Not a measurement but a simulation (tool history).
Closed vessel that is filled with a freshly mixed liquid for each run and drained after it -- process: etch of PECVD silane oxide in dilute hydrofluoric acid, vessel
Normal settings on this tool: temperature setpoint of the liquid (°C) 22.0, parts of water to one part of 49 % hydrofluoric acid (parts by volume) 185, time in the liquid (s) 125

run   hour  temperature setpoint of the liquid (°C)  parts of water to one part of 49 % hydrofluoric acid (parts by volume)  time in the liquid (s)  wafers since the last listed run  hours since the thermometer was replaced  hours since the hydrofluoric acid flow meter was replaced  hours since the gauge calibration  read-back film thickness of the PECVD silane oxide reference wafer, read on the same gauge (nm)  thickness taken off the PECVD silane oxide on a monitor wafer (Å)
  1    0.0                                     22.0                                                                     185                     125                                 0                                     885.0                                                      635.7                              188.4                                                                                            89.98                                                              286.9
  2   10.2                                     22.0                                                                     185                     125                              1015                                     895.2                                                      645.9                              198.6                                                                                            90.01                                                              285.2
  3   23.0                                     22.0                                                                     185                     125                              1274                                     908.0                                                      658.7                              211.4                                                                                            90.00                                                              284.1
  4   31.0                                     22.0                                                                     185                     125                               796                                     916.0                                                      666.7                              219.4                                                                                            89.99                                                              286.3
  5   40.4                                     22.0                                                                     185                     125                               935                                     925.4                                                      676.1                              228.8                                                                                            89.98                                                              281.4
  6   62.8                                     22.0                                                                     185                     125                              2229                                     947.8                                                      698.5                              251.2                                                                                            90.00                                                              285.8
  7   78.9                                     22.0                                                                     185                     125                              1602                                     963.9                                                      714.6                              267.3                                                                                            89.97                                                              283.0
  8   88.8                                     22.0                                                                     185                     125                               985                                     973.8                                                      724.5                              277.2                                                                                            89.98                                                              281.0
  9  106.0                                     22.0                                                                     185                     185                              1711                                     991.0                                                      741.7                              294.4                                                                                            90.03                                                              417.3
     116.8  -- thermometer replaced
 10  123.3                                     22.0                                                                     185                     185                              1622                                       6.5                                                      759.0                              311.7                                                                                            90.00                                                              417.7
 11  136.8                                     22.0                                                                     185                      75                              1343                                      20.0                                                      772.5                              325.2                                                                                            89.98                                                              169.6
 12  151.9                                     26.5                                                                     100                      85                              1502                                      35.1                                                      787.6                              340.3                                                                                            89.98                                                              468.4
 13  165.5                                     22.0                                                                     120                      85                              1353                                      48.7                                                      801.2                              353.9                                                                                            90.04                                                              316.0
     171.6  -- hydrofluoric acid flow meter replaced
 14  174.0                                     22.0                                                                     110                     125                               746                                      57.2                                                        2.4                              362.4                                                                                            90.06                                                              559.4
 15  189.9                                     25.0                                                                     120                     155                              1582                                      73.1                                                       18.3                              378.3                                                                                            90.02                                                              697.6
     191.1  -- gauge calibrated
 16  196.5                                     19.5                                                                     185                     100                               656                                      79.7                                                       24.9                                5.4                                                                                            89.98                                                              219.9
 17  221.9                                     22.0                                                                     135                      55                              2528                                     105.1                                                       50.3                               30.8                                                                                            90.03                                                              194.1
 18  229.3                                     24.5                                                                     135                     105                               736                                     112.5                                                       57.7                               38.2                                                                                            89.98                                                              406.6
 19  244.4                                     26.5                                                                     230                      70                              1502                                     127.6                                                       72.8                               53.3                                                                                            90.06                                                              152.3

Forecast run 20:
 20  261.3                                     22.0                                                                     110                     125                              1682                                     144.5                                                       89.7                               70.2                                                                                                ?                                                                  ?

read-back film thickness of the PECVD silane oxide reference wafer, read on the same gauge (nm): 90.04
thickness taken off the PECVD silane oxide on a monitor wafer (Å): 549.8
With no hidden state in the tool, this same run would have given thickness taken off the PECVD silane oxide on a monitor wafer (Å) 563.8.
